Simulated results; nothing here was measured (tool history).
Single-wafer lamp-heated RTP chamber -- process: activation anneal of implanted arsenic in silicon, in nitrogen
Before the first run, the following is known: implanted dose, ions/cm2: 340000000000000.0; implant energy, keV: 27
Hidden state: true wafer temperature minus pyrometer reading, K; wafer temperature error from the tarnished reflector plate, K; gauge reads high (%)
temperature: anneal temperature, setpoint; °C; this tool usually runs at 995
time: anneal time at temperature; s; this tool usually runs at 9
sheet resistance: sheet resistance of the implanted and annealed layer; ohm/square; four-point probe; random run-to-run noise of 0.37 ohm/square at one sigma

run	hour	temperature	time	wafers since the last listed run	wafers since the last pyrometer calibration	wafers since the reflector plate was cleaned	hours since the gauge calibration	read-back reference wafer on the same gauge, sheet resistance	sheet resistance
1	0.0	985	9	0	3359	2567	284.2	229.36	248.79
# hour 35.4: reflector plate cleaned
2	35.9	985	9	383	3743	6	320.1	229.23	248.52
3	66.2	985	9	416	4159	423	350.4	229.11	248.80
4	91.3	995	5	344	4504	768	375.5	228.94	249.27
5	105.3	995	9	192	4696	960	389.5	228.73	247.73
6	124.0	995	9	256	4953	1217	408.2	228.80	247.98
7	137.2	995	9	181	5134	1398	421.4	228.72	247.41
8	170.9	995	9	462	5597	1861	455.1	228.52	246.67
9	193.3	995	10	307	5905	2169	477.5	228.31	247.28
10	211.6	995	10	251	6156	2420	495.8	228.26	246.81
11	229.5	995	10	245	6402	2666	513.7	228.12	246.24
# hour 252.1: reflector plate cleaned
12	263.4	995	9	355	6758	155	547.6	227.69	246.38
13	278.6	995	9	208	6967	364	562.8	227.76	246.88
14	307.7	1011	7	399	7367	764	591.9	227.51	246.27
# hour 323.6: pyrometer window cleaned and pyrometer calibrated
15	340.9	1017	6	346	238	1110	625.1	227.17	245.91
16	372.0	1014	12	427	665	1537	656.2	226.90	243.71
17	403.4	985	9	431	1097	1969	687.6	226.53	245.91

Run 18, settings as shown, results not yet in. Your forecast:
18	436.9	1016	9	460	1557	2429	721.1	?	?

read-back reference wafer on the same gauge, sheet resistance: 226.23
sheet resistance: 243.71 ohm/square
Had the tool carried no hidden state, the very same run would have given sheet resistance 247.84 ohm/square.

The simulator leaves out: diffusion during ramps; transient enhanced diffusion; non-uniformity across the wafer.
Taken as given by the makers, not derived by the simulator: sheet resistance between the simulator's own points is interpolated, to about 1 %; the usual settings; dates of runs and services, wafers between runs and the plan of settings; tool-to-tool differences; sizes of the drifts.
